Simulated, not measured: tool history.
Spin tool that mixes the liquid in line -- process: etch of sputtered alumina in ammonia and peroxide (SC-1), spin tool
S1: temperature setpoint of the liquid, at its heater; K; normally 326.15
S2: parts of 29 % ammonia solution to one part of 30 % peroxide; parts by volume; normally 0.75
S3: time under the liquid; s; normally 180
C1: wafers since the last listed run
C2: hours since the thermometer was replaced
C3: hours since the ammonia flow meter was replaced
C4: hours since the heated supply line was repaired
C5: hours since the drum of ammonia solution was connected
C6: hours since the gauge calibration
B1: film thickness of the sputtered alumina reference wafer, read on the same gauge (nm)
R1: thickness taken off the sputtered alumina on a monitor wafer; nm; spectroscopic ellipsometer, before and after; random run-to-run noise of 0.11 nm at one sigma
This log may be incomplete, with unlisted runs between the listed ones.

| run | hour | S1 | S2 | S3 | C1 | C2 | C3 | C4 | C5 | C6 | B1 | R1 |
|---|---|---|---|---|---|---|---|---|---|---|---|---|
| 1 | 0.0 | 334.15 | 0.75 | 180 | 0 | 1030.4 | 332.3 | 1125.2 | 547.5 | 624.7 | 80.00 | 18.13 |
| 2 | 18.2 | 326.15 | 0.75 | 180 | 93 | 1048.6 | 350.5 | 1143.4 | 565.7 | 642.9 | 80.03 | 11.86 |
| 3 | 38.1 | 326.15 | 0.75 | 180 | 102 | 1068.5 | 370.4 | 1163.3 | 585.6 | 662.8 | 80.02 | 11.97 |
| 4 | 50.7 | 326.15 | 0.75 | 180 | 64 | 1081.1 | 383.0 | 1175.9 | 598.2 | 675.4 | 80.02 | 11.79 |
| 5 | 150.7 | 326.15 | 0.75 | 180 | 515 | 1181.1 | 483.0 | 1275.9 | 698.2 | 775.4 | 80.01 | 11.78 |
| 6 | 257.2 | 326.15 | 0.75 | 180 | 548 | 1287.6 | 589.5 | 1382.4 | 804.7 | 881.9 | 80.01 | 11.90 |
|  | 306.0 | heated supply line repaired |
| 7 | 306.5 | 326.15 | 0.75 | 180 | 248 | 1336.9 | 638.8 | 0.5 | 854.0 | 931.2 | 80.02 | 11.91 |
| 8 | 322.0 | 326.15 | 0.75 | 180 | 79 | 1352.4 | 654.3 | 16.0 | 869.5 | 946.7 | 79.96 | 12.02 |
|  | 330.3 | new drum of ammonia solution connected |
| 9 | 357.3 | 326.15 | 0.75 | 180 | 176 | 1387.7 | 689.6 | 51.3 | 27.0 | 982.0 | 79.99 | 11.81 |
| 10 | 388.1 | 326.15 | 0.75 | 180 | 158 | 1418.5 | 720.4 | 82.1 | 57.8 | 1012.8 | 79.98 | 11.93 |
|  | 401.8 | gauge calibrated |
| 11 | 403.6 | 326.15 | 0.75 | 180 | 79 | 1434.0 | 735.9 | 97.6 | 73.3 | 1.8 | 79.98 | 11.85 |
| 12 | 420.3 | 326.15 | 0.75 | 180 | 86 | 1450.7 | 752.6 | 114.3 | 90.0 | 18.5 | 80.03 | 11.98 |
| 13 | 455.6 | 331.15 | 0.75 | 270 | 181 | 1486.0 | 787.9 | 149.6 | 125.3 | 53.8 | 80.00 | 22.60 |
| 14 | 491.6 | 334.65 | 0.40 | 290 | 185 | 1522.0 | 823.9 | 185.6 | 161.3 | 89.8 | 80.00 | 28.47 |
|  | 521.5 | thermometer replaced |
| 15 | 527.6 | 316.65 | 0.85 | 180 | 180 | 6.1 | 859.9 | 221.6 | 197.3 | 125.8 | 80.01 | 7.07 |
| 16 | 558.1 | 328.65 | 0.40 | 90 | 157 | 36.6 | 890.4 | 252.1 | 227.8 | 156.3 | 80.06 | 6.25 |
| 17 | 571.6 | 323.15 | 0.40 | 225 | 69 | 50.1 | 903.9 | 265.6 | 241.3 | 169.8 | 79.95 | 11.80 |
|  | 574.3 | ammonia flow meter replaced |
| 18 | 594.6 | 326.15 | 0.40 | 270 | 113 | 73.1 | 20.3 | 288.6 | 264.3 | 192.8 | 79.99 | 16.57 |
| 19 | 626.0 | 322.65 | 0.75 | 180 | 161 | 104.5 | 51.7 | 320.0 | 295.7 | 224.2 | 80.00 | 9.78 |
| 20 | 644.6 | 326.15 | 0.55 | 180 | 95 | 123.1 | 70.3 | 338.6 | 314.3 | 242.8 | 79.99 | 11.39 |
| 21 | 673.7 | 334.15 | 0.85 | 100 | 149 | 152.2 | 99.4 | 367.7 | 343.4 | 271.9 | 79.95 | 10.10 |
| 22 | 707.5 | 330.65 | 0.75 | 250 | 174 | 186.0 | 133.2 | 401.5 | 377.2 | 305.7 | 80.01 | 20.93 |
| 23 | 736.0 | 326.15 | 0.75 | 180 | 146 | 214.5 | 161.7 | 430.0 | 405.7 | 334.2 | 80.04 | 12.03 |
| 24 | 755.1 | 326.15 | 0.75 | 180 | 98 | 233.6 | 180.8 | 449.1 | 424.8 | 353.3 | 79.99 | 11.65 |
| 25 | 778.0 | 328.65 | 0.40 | 220 | 117 | 256.5 | 203.7 | 472.0 | 447.7 | 376.2 | 79.97 | 15.59 |
| 26 | 797.5 | 326.15 | 0.75 | 180 | 100 | 276.0 | 223.2 | 491.5 | 467.2 | 395.7 | 79.98 | 11.91 |

Below are 3 alternative next runs, each starting from the tool's condition after run 26. Predict each:
| A | 798.0 | 326.15 | 0.75 | 180 | 2 | 276.5 | 223.7 | 492.0 | 467.7 | 396.2 | ? | ? |
| B | 798.0 | 320.15 | 0.75 | 180 | 2 | 276.5 | 223.7 | 492.0 | 467.7 | 396.2 | ? | ? |
| C | 798.0 | 331.65 | 1.10 | 100 | 2 | 276.5 | 223.7 | 492.0 | 467.7 | 396.2 | ? | ? |

| run | B1 | R1 |
|---|---|---|
| A | 79.99 | 11.68 |
| B | 79.99 | 8.40 |
| C | 79.99 | 9.00 |
Stripped of hidden state, with their random variation kept, the same runs would have yielded:
| run | R1 |
|---|---|
| A | 11.68 |
| B | 8.40 |
| C | 9.00 |
